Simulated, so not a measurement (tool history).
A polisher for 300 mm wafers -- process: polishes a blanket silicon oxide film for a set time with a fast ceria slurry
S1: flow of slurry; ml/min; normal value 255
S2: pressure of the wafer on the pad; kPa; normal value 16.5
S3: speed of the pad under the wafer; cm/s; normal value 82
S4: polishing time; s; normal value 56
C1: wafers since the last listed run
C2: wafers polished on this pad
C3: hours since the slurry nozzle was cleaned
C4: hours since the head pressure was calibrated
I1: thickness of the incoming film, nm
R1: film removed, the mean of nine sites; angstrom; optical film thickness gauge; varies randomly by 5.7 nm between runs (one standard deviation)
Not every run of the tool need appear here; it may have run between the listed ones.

| run | hour | S1 | S2 | S3 | S4 | C1 | C2 | C3 | C4 | I1 | R1 |
|---|---|---|---|---|---|---|---|---|---|---|---|
| 1 | 0.0 | 190 | 16.5 | 102 | 56 | 0 | 966 | 636.2 | 443.4 | 3113.1 | 6995 |
| 2 | 16.1 | 255 | 16.5 | 82 | 60 | 221 | 1187 | 652.3 | 459.5 | 3155.6 | 6815 |
| 3 | 29.4 | 255 | 16.5 | 82 | 60 | 182 | 1370 | 665.6 | 472.8 | 3087.3 | 6782 |
|  | 46.1 | slurry nozzle cleaned |
| 4 | 46.6 | 255 | 16.5 | 82 | 56 | 222 | 1593 | 0.5 | 490.0 | 3063.2 | 6731 |
|  | 56.0 | worn pad replaced by a new one |
| 5 | 59.6 | 255 | 16.5 | 82 | 56 | 123 | 49 | 13.5 | 503.0 | 3126.1 | 6621 |
| 6 | 66.2 | 255 | 16.5 | 82 | 56 | 90 | 139 | 20.1 | 509.6 | 3174.9 | 6691 |
| 7 | 78.6 | 255 | 16.5 | 82 | 56 | 170 | 310 | 32.5 | 522.0 | 3117.6 | 6685 |
| 8 | 95.7 | 255 | 16.5 | 82 | 56 | 235 | 545 | 49.6 | 539.1 | 3108.4 | 6713 |
| 9 | 108.4 | 220 | 16.5 | 82 | 56 | 174 | 720 | 62.3 | 551.8 | 3125.9 | 6525 |
| 10 | 117.0 | 220 | 16.5 | 82 | 56 | 118 | 838 | 70.9 | 560.4 | 3142.5 | 6619 |
| 11 | 130.5 | 255 | 16.5 | 82 | 56 | 185 | 1024 | 84.4 | 573.9 | 3126.2 | 6647 |
| 12 | 145.0 | 180 | 18.6 | 82 | 56 | 199 | 1223 | 98.9 | 588.4 | 3069.9 | 7007 |
| 13 | 154.1 | 195 | 21.4 | 104 | 63 | 125 | 1348 | 108.0 | 597.5 | 3110.1 | 10937 |
|  | 162.7 | worn pad replaced by a new one |
| 14 | 163.9 | 220 | 16.5 | 82 | 56 | 79 | 16 | 117.8 | 607.3 | 3145.2 | 6549 |
| 15 | 179.3 | 305 | 16.5 | 54 | 73 | 211 | 228 | 133.2 | 622.7 | 3081.7 | 6581 |
| 16 | 187.0 | 255 | 16.5 | 82 | 44 | 105 | 334 | 140.9 | 630.4 | 3182.9 | 5235 |
| 17 | 201.7 | 200 | 16.5 | 62 | 56 | 202 | 536 | 155.6 | 645.1 | 3178.0 | 5222 |
| 18 | 219.0 | 255 | 16.5 | 82 | 56 | 237 | 774 | 172.9 | 662.4 | 3077.8 | 6664 |
| 19 | 247.6 | 255 | 22.1 | 82 | 56 | 393 | 1167 | 201.5 | 691.0 | 3117.8 | 8292 |
| 20 | 255.5 | 255 | 13.8 | 82 | 56 | 108 | 1276 | 209.4 | 698.9 | 3133.3 | 5690 |
| 21 | 271.4 | 255 | 16.5 | 62 | 42 | 218 | 1495 | 225.3 | 714.8 | 3100.6 | 4086 |
|  | 287.0 | worn pad replaced by a new one |
| 22 | 287.5 | 255 | 16.5 | 82 | 56 | 166 | 6 | 241.4 | 730.9 | 3168.5 | 6514 |
| 23 | 300.1 | 320 | 13.8 | 82 | 49 | 173 | 179 | 254.0 | 743.5 | 3089.1 | 5027 |
|  | 304.8 | head pressure recalibrated |
| 24 | 311.4 | 255 | 20.0 | 82 | 49 | 127 | 307 | 265.3 | 6.6 | 3095.6 | 6633 |
| 25 | 322.6 | 255 | 16.5 | 82 | 56 | 154 | 461 | 276.5 | 17.8 | 3081.1 | 6621 |
| 26 | 330.6 | 175 | 15.2 | 56 | 41 | 110 | 571 | 284.5 | 25.8 | 3151.0 | 3255 |
| 27 | 338.6 | 190 | 11.7 | 82 | 37 | 110 | 681 | 292.5 | 33.8 | 3133.7 | 3158 |
| 28 | 349.7 | 255 | 16.5 | 106 | 56 | 152 | 834 | 303.6 | 44.9 | 3171.3 | 7942 |
| 29 | 363.6 | 255 | 16.5 | 100 | 70 | 191 | 1025 | 317.5 | 58.8 | 3132.3 | 9457 |
| 30 | 376.9 | 255 | 18.6 | 82 | 73 | 182 | 1208 | 330.8 | 72.1 | 3065.5 | 9393 |
| 31 | 386.2 | 255 | 13.8 | 82 | 56 | 127 | 1336 | 340.1 | 81.4 | 3127.7 | 5595 |
| 32 | 394.0 | 255 | 16.5 | 82 | 56 | 107 | 1443 | 347.9 | 89.2 | 3106.1 | 6502 |
| 33 | 411.3 | 175 | 16.5 | 90 | 39 | 237 | 1681 | 365.2 | 106.5 | 3177.0 | 4732 |
|  | 419.0 | worn pad replaced by a new one |
| 34 | 428.3 | 255 | 16.5 | 102 | 72 | 178 | 127 | 382.2 | 123.5 | 3117.3 | 10023 |
| 35 | 440.2 | 255 | 16.5 | 66 | 56 | 163 | 291 | 394.1 | 135.4 | 3106.2 | 5559 |
| 36 | 466.5 | 255 | 20.0 | 82 | 41 | 361 | 652 | 420.4 | 161.7 | 3160.1 | 5555 |

Predict each of these 5 candidate next runs independently; none follows another, all start after run 36:
| A | 466.9 | 255 | 16.5 | 82 | 56 | 5 | 658 | 420.8 | 162.1 | 3143.8 | ? |
| B | 466.9 | 255 | 16.5 | 82 | 75 | 5 | 658 | 420.8 | 162.1 | 3143.8 | ? |
| C | 466.9 | 220 | 12.4 | 96 | 56 | 5 | 658 | 420.8 | 162.1 | 3143.8 | ? |
| D | 466.9 | 175 | 16.5 | 82 | 56 | 5 | 658 | 420.8 | 162.1 | 3143.8 | ? |
| E | 466.9 | 255 | 18.6 | 82 | 56 | 5 | 658 | 420.8 | 162.1 | 3143.8 | ? |

| run | R1 |
|---|---|
| A | 6511 |
| B | 8721 |
| C | 5713 |
| D | 6213 |
| E | 7186 |
With the hidden condition removed and each run's random variation left untouched, the same runs would have given:
| run | R1 |
|---|---|
| A | 6723 |
| B | 9004 |
| C | 5922 |
| D | 6483 |
| E | 7420 |
